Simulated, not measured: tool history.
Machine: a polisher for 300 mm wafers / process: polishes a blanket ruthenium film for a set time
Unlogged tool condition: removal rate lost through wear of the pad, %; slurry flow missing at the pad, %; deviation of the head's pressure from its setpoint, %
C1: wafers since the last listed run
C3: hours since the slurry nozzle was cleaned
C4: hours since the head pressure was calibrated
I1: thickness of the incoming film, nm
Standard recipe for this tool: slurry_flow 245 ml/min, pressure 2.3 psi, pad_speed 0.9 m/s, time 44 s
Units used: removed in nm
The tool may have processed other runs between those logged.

run 1 hour=0 | slurry_flow=245 pressure=2.3 pad_speed=0.9 time=44 | C1=0 wafers_polished_on_this_pad=1591 C3=225.8 C4=254.1 | I1=335.2 | removed=43.8
run 2 hour=60.7 | slurry_flow=245 pressure=2.3 pad_speed=0.9 time=44 | C1=849 wafers_polished_on_this_pad=2441 C3=286.5 C4=314.8 | I1=337 | removed=44.5
run 3 hour=97.6 | slurry_flow=245 pressure=2.3 pad_speed=0.9 time=44 | C1=516 wafers_polished_on_this_pad=2957 C3=323.4 C4=351.7 | I1=332.6 | removed=43.9
-- hour=147.3 slurry nozzle cleaned
run 4 hour=160.9 | slurry_flow=245 pressure=2.3 pad_speed=0.7 time=44 | C1=872 wafers_polished_on_this_pad=3830 C3=13.6 C4=415 | I1=331.5 | removed=34.5
-- hour=166 worn pad replaced by a new one
run 5 hour=215.6 | slurry_flow=245 pressure=2.3 pad_speed=0.7 time=44 | C1=709 wafers_polished_on_this_pad=694 C3=68.3 C4=469.7 | I1=331.8 | removed=34.7
run 6 hour=275.8 | slurry_flow=245 pressure=2.3 pad_speed=0.9 time=44 | C1=842 wafers_polished_on_this_pad=1537 C3=128.5 C4=529.9 | I1=327.8 | removed=45
run 7 hour=312.8 | slurry_flow=245 pressure=2.3 pad_speed=0.9 time=44 | C1=518 wafers_polished_on_this_pad=2055 C3=165.5 C4=566.9 | I1=334.9 | removed=44.5
run 8 hour=342.2 | slurry_flow=245 pressure=2.3 pad_speed=0.9 time=44 | C1=411 wafers_polished_on_this_pad=2467 C3=194.9 C4=596.3 | I1=330.8 | removed=45.4
run 9 hour=371.8 | slurry_flow=245 pressure=2.3 pad_speed=0.9 time=44 | C1=414 wafers_polished_on_this_pad=2881 C3=224.5 C4=625.9 | I1=330.1 | removed=44.9
run 10 hour=430.5 | slurry_flow=245 pressure=2.3 pad_speed=0.9 time=44 | C1=821 wafers_polished_on_this_pad=3703 C3=283.2 C4=684.6 | I1=331.5 | removed=44.8
-- hour=489.2 worn pad replaced by a new one
run 11 hour=499.7 | slurry_flow=245 pressure=2.3 pad_speed=0.9 time=44 | C1=912 wafers_polished_on_this_pad=147 C3=352.4 C4=753.8 | I1=335.5 | removed=45.1
run 12 hour=547 | slurry_flow=245 pressure=2.3 pad_speed=0.9 time=44 | C1=662 wafers_polished_on_this_pad=809 C3=399.7 C4=801.1 | I1=331 | removed=45.4
-- hour=551.4 slurry nozzle cleaned
run 13 hour=598.6 | slurry_flow=245 pressure=2.3 pad_speed=0.9 time=44 | C1=708 wafers_polished_on_this_pad=1517 C3=47.2 C4=852.7 | I1=327.5 | removed=44.8
run 14 hour=643.4 | slurry_flow=245 pressure=2.3 pad_speed=0.9 time=44 | C1=627 wafers_polished_on_this_pad=2145 C3=92 C4=897.5 | I1=328.7 | removed=45
run 15 hour=684.7 | slurry_flow=245 pressure=2.3 pad_speed=0.9 time=44 | C1=578 wafers_polished_on_this_pad=2723 C3=133.3 C4=938.8 | I1=331.7 | removed=45.4
run 16 hour=752.9 | slurry_flow=245 pressure=2.3 pad_speed=0.9 time=44 | C1=954 wafers_polished_on_this_pad=3678 C3=201.5 C4=1007 | I1=327.4 | removed=45.2

Estimate the outcome of run 17 from the log above:
-- hour=767.6 worn pad replaced by a new one
run 17 hour=810.1 | slurry_flow=245 pressure=2.3 pad_speed=0.58 time=52 | C1=744 wafers_polished_on_this_pad=594 C3=258.7 C4=1064.2 | I1=328.9 | removed=?

{"run 17": {"removed": 34.5}}
With no hidden state in the tool, this same run would have given removed 33.1 nm.
